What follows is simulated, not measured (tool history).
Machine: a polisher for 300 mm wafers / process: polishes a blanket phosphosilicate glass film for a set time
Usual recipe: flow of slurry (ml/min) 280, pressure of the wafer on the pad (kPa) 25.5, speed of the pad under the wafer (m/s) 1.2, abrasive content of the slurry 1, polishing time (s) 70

| run | hour | flow of slurry (ml/min) | pressure of the wafer on the pad (kPa) | speed of the pad under the wafer (m/s) | abrasive content of the slurry | polishing time (s) | incoming thickness of the incoming film, nm | film removed (Å) |
|---|---|---|---|---|---|---|---|---|
| 1 | 0 | 235 | 25.5 | 1.2 | 1 | 70 | 2566.6 | 6989 |
|  | 67 | head pressure recalibrated |
| 2 | 87.5 | 235 | 25.5 | 1.2 | 1 | 70 | 2624.3 | 6912 |
| 3 | 192.3 | 235 | 25.5 | 1.2 | 1 | 70 | 2590.5 | 6999 |
| 4 | 228.4 | 280 | 25.5 | 1.2 | 0.95 | 70 | 2601 | 6908 |
| 5 | 285.8 | 280 | 25.5 | 1.2 | 1 | 70 | 2577.1 | 7031 |
|  | 291.8 | worn pad replaced by a new one |
|  | 316.9 | slurry nozzle cleaned |
| 6 | 334.5 | 280 | 25.5 | 1.2 | 1 | 70 | 2575.6 | 7025 |
|  | 369.3 | conditioning disc replaced and pad reconditioned |
| 7 | 393.7 | 280 | 25.5 | 1.2 | 1 | 70 | 2621.1 | 7055 |
|  | 408.1 | slurry blender recalibrated |
| 8 | 499.3 | 335 | 25.5 | 1.2 | 1.3 | 70 | 2560.4 | 7918 |
| 9 | 537 | 280 | 25.5 | 1.2 | 1 | 70 | 2595.5 | 7111 |
| 10 | 584.9 | 375 | 29 | 1.2 | 1.1 | 70 | 2590.6 | 8611 |
| 11 | 685.5 | 280 | 25.5 | 1.2 | 1 | 70 | 2611.2 | 7031 |
| 12 | 745.5 | 240 | 20 | 1.36 | 0.8 | 70 | 2594.1 | 5450 |
| 13 | 807.8 | 280 | 17.9 | 1 | 1 | 57 | 2567.1 | 3602 |
|  | 839.6 | slurry nozzle cleaned |
| 14 | 850.8 | 220 | 25.5 | 1.2 | 1 | 70 | 2590.2 | 6873 |
|  | 868 | worn pad replaced by a new one |
|  | 878 | slurry blender recalibrated |
| 15 | 895 | 280 | 25.5 | 1.2 | 1 | 70 | 2560.5 | 6949 |
|  | 905 | conditioning disc replaced and pad reconditioned |
|  | 909.3 | head pressure recalibrated |
| 16 | 981.4 | 280 | 25.5 | 1.2 | 0.75 | 70 | 2535.2 | 6489 |
| 17 | 1026.6 | 280 | 25.5 | 1.2 | 1 | 64 | 2613.8 | 6548 |
| 18 | 1077 | 280 | 18.6 | 1.34 | 1 | 70 | 2588.7 | 5651 |
| 19 | 1165.7 | 280 | 25.5 | 1.2 | 1 | 70 | 2582.9 | 7106 |
| 20 | 1260.7 | 280 | 17.2 | 1.2 | 1 | 56 | 2553.3 | 3873 |
|  | 1308.8 | slurry nozzle cleaned |
| 21 | 1360.2 | 220 | 25.5 | 1.2 | 1 | 70 | 2611.2 | 6921 |
|  | 1404.9 | worn pad replaced by a new one |
| 22 | 1426.7 | 280 | 25.5 | 1.32 | 1 | 76 | 2612.4 | 7921 |
|  | 1480.9 | slurry blender recalibrated |
|  | 1494.9 | conditioning disc replaced and pad reconditioned |
| 23 | 1515 | 375 | 33.1 | 1.32 | 1.15 | 70 | 2636.4 | 10475 |
| 24 | 1565.8 | 340 | 17.9 | 1.08 | 1 | 70 | 2641.5 | 4747 |
| 25 | 1614.9 | 280 | 25.5 | 1.2 | 1 | 70 | 2568.5 | 7211 |

Each run again, without the hidden state but with its own random variation kept:
The hidden state here: removal rate lost through wear of the pad, %; slurry flow missing at the pad, %; deviation of the head's pressure from its setpoint, %; abrasive missing from the slurry, %; time polished since the conditioner stopped cutting, s.
| run | film removed (Å) |
|---|---|
| 1 | 7027 |
| 2 | 6975 |
| 3 | 7110 |
| 4 | 7037 |
| 5 | 7198 |
| 6 | 7226 |
| 7 | 7109 |
| 8 | 7993 |
| 9 | 7187 |
| 10 | 8734 |
| 11 | 7160 |
| 12 | 5558 |
| 13 | 3666 |
| 14 | 7094 |
| 15 | 7204 |
| 16 | 6493 |
| 17 | 6559 |
| 18 | 5666 |
| 19 | 7159 |
| 20 | 3910 |
| 21 | 7075 |
| 22 | 8167 |
| 23 | 10564 |
| 24 | 4768 |
| 25 | 7266 |
